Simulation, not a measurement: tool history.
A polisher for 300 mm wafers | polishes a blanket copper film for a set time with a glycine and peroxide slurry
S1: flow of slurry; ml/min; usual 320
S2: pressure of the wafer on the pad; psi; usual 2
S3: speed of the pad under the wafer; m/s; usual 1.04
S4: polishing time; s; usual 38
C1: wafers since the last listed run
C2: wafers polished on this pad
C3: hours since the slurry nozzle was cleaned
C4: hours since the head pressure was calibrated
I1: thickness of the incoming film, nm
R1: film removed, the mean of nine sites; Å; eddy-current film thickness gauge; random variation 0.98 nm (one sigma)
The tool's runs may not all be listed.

run,hour,S1,S2,S3,S4,C1,C2,C3,C4,I1,R1
1,0,320,2,1.04,38,0,1288,229.3,269.2,1119.4,1596
2,79.7,405,2,1.04,38,554,1842,309,348.9,1099.7,1635
3,299.9,405,2,1.04,38,1530,3373,529.2,569.1,1104.2,1638
4,357.4,405,2,1.04,38,399,3773,586.7,626.6,1088.5,1641
5,455.3,320,2,1.04,33,680,4453,684.6,724.5,1096.5,1395
6,522.5,320,2,1.04,33,467,4920,751.8,791.7,1114.4,1379
# hour 531.3: slurry nozzle cleaned
# hour 608.2: worn pad replaced by a new one
7,628.9,320,2,1.04,33,704,143,97.6,898.1,1106.7,1433
# hour 684.7: head pressure recalibrated
8,687.4,285,2,1.04,38,392,536,156.1,2.7,1091,1506
9,744.5,285,2,1.04,38,396,933,213.2,59.8,1086.9,1536
10,845.8,285,2,1.04,38,704,1637,314.5,161.1,1095.4,1566
11,909.9,320,1.8,1.04,38,445,2082,378.6,225.2,1112.1,1460
12,993.6,320,1.8,1.04,38,581,2664,462.3,308.9,1114.4,1474
13,1099.4,320,1.8,1.04,38,735,3400,568.1,414.7,1079.9,1482
14,1173,360,2.4,1.04,38,511,3911,641.7,488.3,1113,1885
15,1215.9,320,2,0.84,30,298,4209,684.6,531.2,1094.1,1076
16,1316.6,320,2,1.32,38,699,4909,785.3,631.9,1104.1,1944
17,1356.8,235,1.4,1.3,46,279,5189,825.5,672.1,1115,1714
# hour 1403.7: worn pad replaced by a new one
# hour 1434: slurry nozzle cleaned
18,1449,420,1.7,0.94,38,606,307,15,764.3,1114.3,1370
19,1510.2,320,2,1.04,38,425,733,76.2,825.5,1103.2,1655
20,1566.9,320,2,1.04,38,394,1127,132.9,882.2,1091.3,1645
# hour 1582.3: head pressure recalibrated
21,1670.3,210,2,1.3,33,704,1832,236.3,88,1109.5,1542
22,1739.3,320,2.3,1.04,38,479,2311,305.3,157,1111.5,1773
23,1913.9,320,2,1.04,50,1213,3525,479.9,331.6,1115.7,2139
24,2018.8,320,2,1.04,38,729,4254,584.8,436.5,1099.8,1624
# hour 2045.1: worn pad replaced by a new one
25,2091.7,320,2,1.04,33,478,323,657.7,509.4,1114.2,1445
26,2137.1,265,2.4,0.84,45,315,639,703.1,554.8,1081.4,1882
27,2189.5,320,2,1.04,35,364,1003,755.5,607.2,1104.7,1527
28,2226.9,320,2,1.04,38,259,1263,792.9,644.6,1081.7,1655
# hour 2238.3: slurry nozzle cleaned
29,2269.6,320,2,1.04,38,289,1553,31.3,687.3,1117.7,1672
30,2312.2,320,2,1.04,38,296,1849,73.9,729.9,1102.3,1645
31,2359.7,410,2,0.86,26,330,2179,121.4,777.4,1105.2,1013
# hour 2433.5: head pressure recalibrated
32,2441,375,2,1.04,38,551,2730,202.7,7.5,1096.9,1543
33,2496.9,320,2,1.04,38,388,3119,258.6,63.4,1101.9,1523
34,2574,375,2,1.16,38,535,3655,335.7,140.5,1109.9,1703
35,2636.1,245,2,1.04,34,431,4087,397.8,202.6,1112.1,1355
36,2727.3,240,1.8,0.94,29,633,4721,489,293.8,1095,978
37,2797.6,320,2,0.92,38,488,5209,559.3,364.1,1087.1,1432

Forecast each of these 4 alternatives for the next run:
A,2798,320,2,1.04,38,2,5212,559.7,364.5,1105.8,?
B,2798,275,2,1.24,43,2,5212,559.7,364.5,1105.8,?
C,2798,230,2,1.04,44,2,5212,559.7,364.5,1105.8,?
D,2798,265,2,1.04,38,2,5212,559.7,364.5,1105.8,?

run,R1
A,1586
B,2037
C,1769
D,1556
Without the tool's hidden state the same runs would have given:
run,R1
A,1530
B,1961
C,1707
D,1501

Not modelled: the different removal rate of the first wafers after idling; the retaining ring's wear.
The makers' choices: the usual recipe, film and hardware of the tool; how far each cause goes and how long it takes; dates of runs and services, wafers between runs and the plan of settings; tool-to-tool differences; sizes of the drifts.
